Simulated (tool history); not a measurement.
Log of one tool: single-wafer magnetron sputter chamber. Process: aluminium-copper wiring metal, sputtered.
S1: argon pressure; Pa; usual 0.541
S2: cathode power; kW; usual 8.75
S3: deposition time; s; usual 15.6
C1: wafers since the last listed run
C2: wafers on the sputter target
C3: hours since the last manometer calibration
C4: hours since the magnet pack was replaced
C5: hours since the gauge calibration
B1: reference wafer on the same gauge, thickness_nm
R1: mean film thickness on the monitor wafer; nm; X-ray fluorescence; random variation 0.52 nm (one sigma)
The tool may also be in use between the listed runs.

run 1 day=0 | S1=0.541 S2=8.75 S3=15.6 | C1=0 C2=2033 C3=790.3 C4=5306.5 C5=48.8 | B1=242.995 | R1=215.21
-- day=0.408 sputter target and shields replaced
run 2 day=0.429 | S1=0.442 S2=8.75 S3=17.1 | C1=95 C2=21 C3=800.6 C4=5316.8 C5=59.1 | B1=242.941 | R1=252.592
run 3 day=0.538 | S1=0.442 S2=8.75 S3=17.1 | C1=107 C2=129 C3=803.2 C4=5319.4 C5=61.7 | B1=243.042 | R1=253.071
run 4 day=1.15 | S1=0.541 S2=8.75 S3=15.6 | C1=609 C2=739 C3=817.9 C4=5334.1 C5=76.4 | B1=243.029 | R1=217.553
run 5 day=1.433 | S1=0.541 S2=8.75 S3=15.6 | C1=281 C2=1021 C3=824.7 C4=5340.9 C5=83.2 | B1=242.933 | R1=217.191
run 6 day=1.846 | S1=0.541 S2=8.75 S3=15.6 | C1=410 C2=1431 C3=834.6 C4=5350.8 C5=93.1 | B1=243.103 | R1=215.947
run 7 day=2.279 | S1=0.541 S2=7.85 S3=15.6 | C1=431 C2=1862 C3=845 C4=5361.2 C5=103.5 | B1=243.01 | R1=197.875
run 8 day=2.712 | S1=0.541 S2=7.85 S3=15.6 | C1=431 C2=2293 C3=855.4 C4=5371.6 C5=113.9 | B1=243.122 | R1=197.212
-- day=3.279 sputter target and shields replaced
-- day=3.412 magnet pack replaced
run 9 day=3.433 | S1=0.541 S2=7.85 S3=15.6 | C1=254 C2=21 C3=872.7 C4=0.5 C5=131.2 | B1=242.915 | R1=202.087
run 10 day=3.479 | S1=0.541 S2=8.75 S3=17.1 | C1=45 C2=67 C3=873.8 C4=1.6 C5=132.3 | B1=242.937 | R1=240.139
run 11 day=4.129 | S1=0.541 S2=7.45 S3=15.6 | C1=646 C2=713 C3=889.4 C4=17.2 C5=147.9 | B1=243.086 | R1=192.392
run 12 day=4.533 | S1=0.541 S2=7.45 S3=15.6 | C1=402 C2=1115 C3=899.1 C4=26.9 C5=157.6 | B1=243.031 | R1=192.447
run 13 day=5.012 | S1=0.445 S2=7.95 S3=15.6 | C1=476 C2=1592 C3=910.6 C4=38.4 C5=169.1 | B1=242.969 | R1=209.994
run 14 day=5.267 | S1=0.716 S2=9.9 S3=14.2 | C1=252 C2=1845 C3=916.7 C4=44.5 C5=175.2 | B1=242.981 | R1=198.779
run 15 day=5.546 | S1=0.541 S2=8.75 S3=15.6 | C1=277 C2=2123 C3=923.4 C4=51.2 C5=181.9 | B1=243.021 | R1=213.779
-- day=6.254 sputter target and shields replaced
run 16 day=6.275 | S1=0.458 S2=7.55 S3=18.7 | C1=393 C2=21 C3=940.9 C4=68.7 C5=199.4 | B1=243.128 | R1=245.069
run 17 day=6.433 | S1=0.61 S2=10.25 S3=13 | C1=157 C2=178 C3=944.7 C4=72.5 C5=203.2 | B1=242.931 | R1=199.587
-- day=7.208 capacitance manometer re-zeroed and calibrated
run 18 day=7.229 | S1=0.686 S2=10.15 S3=14 | C1=460 C2=639 C3=0.5 C4=91.6 C5=222.3 | B1=243.082 | R1=189.954
-- day=7.671 gauge calibrated
run 19 day=7.692 | S1=0.442 S2=8.75 S3=17.1 | C1=460 C2=1099 C3=11.6 C4=102.7 C5=0.5 | B1=243.006 | R1=237.131
run 20 day=8.112 | S1=0.541 S2=9.8 S3=17.1 | C1=418 C2=1518 C3=21.7 C4=112.8 C5=10.6 | B1=242.951 | R1=243.977
-- day=8.762 sputter target and shields replaced
run 21 day=8.783 | S1=0.673 S2=10.05 S3=17.6 | C1=335 C2=20 C3=37.8 C4=128.9 C5=26.7 | B1=243.051 | R1=241.588
run 22 day=9.45 | S1=0.541 S2=8.75 S3=15.6 | C1=663 C2=683 C3=53.8 C4=144.9 C5=42.7 | B1=242.991 | R1=206.532
run 23 day=9.958 | S1=0.434 S2=9.7 S3=15.6 | C1=505 C2=1189 C3=66 C4=157.1 C5=54.9 | B1=243.088 | R1=238.071
run 24 day=10.412 | S1=0.447 S2=6.6 S3=17.7 | C1=451 C2=1641 C3=76.9 C4=168 C5=65.8 | B1=243.046 | R1=200.577
run 25 day=10.688 | S1=0.632 S2=9.6 S3=15.6 | C1=273 C2=1914 C3=83.5 C4=174.6 C5=72.4 | B1=242.973 | R1=209.632
run 26 day=11.146 | S1=0.479 S2=6.7 S3=16.8 | C1=456 C2=2370 C3=94.5 C4=185.6 C5=83.4 | B1=242.975 | R1=186.141

How the hidden state differs across the entries between the runs, from the last listed run before each to the first after it:
Between runs 1 and 2: sputter target and shields replaced (day 0.408)
  deposition rate above that of a new target (%): -2.25 -> -0.296
  measured less the result without the state, R1: +5.984 -> +9.509 nm
Between runs 8 and 9: sputter target and shields replaced (day 3.279); magnet pack replaced (day 3.412)
  deposition rate above that of a new target (%): -2.55 -> -0.412; true argon pressure above the setpoint (%): -16.4 -> -16.5
  measured less the result without the state, R1: +5.062 -> +9.447 nm
Between runs 15 and 16: sputter target and shields replaced (day 6.254)
  deposition rate above that of a new target (%): -2.5 -> -0.211
  measured less the result without the state, R1: +5.751 -> +10.12 nm
Between runs 17 and 18: capacitance manometer re-zeroed and calibrated (day 7.208)
  deposition rate above that of a new target (%): -0.367 -> -1.15; true argon pressure above the setpoint (%): -16.7 -> 2.25
  measured less the result without the state, R1: +10.836 -> -3.917 nm
Between runs 18 and 19: gauge calibrated (day 7.671)
  deposition rate above that of a new target (%): -1.15 -> -1.61; true argon pressure above the setpoint (%): 2.25 -> 1.74
  measured less the result without the state, R1: -3.917 -> -4.938 nm
Between runs 20 and 21: sputter target and shields replaced (day 8.762)
  deposition rate above that of a new target (%): -2.02 -> -0.272; true argon pressure above the setpoint (%): 1.29 -> 0.606
  measured less the result without the state, R1: -6.043 -> -1.225 nm

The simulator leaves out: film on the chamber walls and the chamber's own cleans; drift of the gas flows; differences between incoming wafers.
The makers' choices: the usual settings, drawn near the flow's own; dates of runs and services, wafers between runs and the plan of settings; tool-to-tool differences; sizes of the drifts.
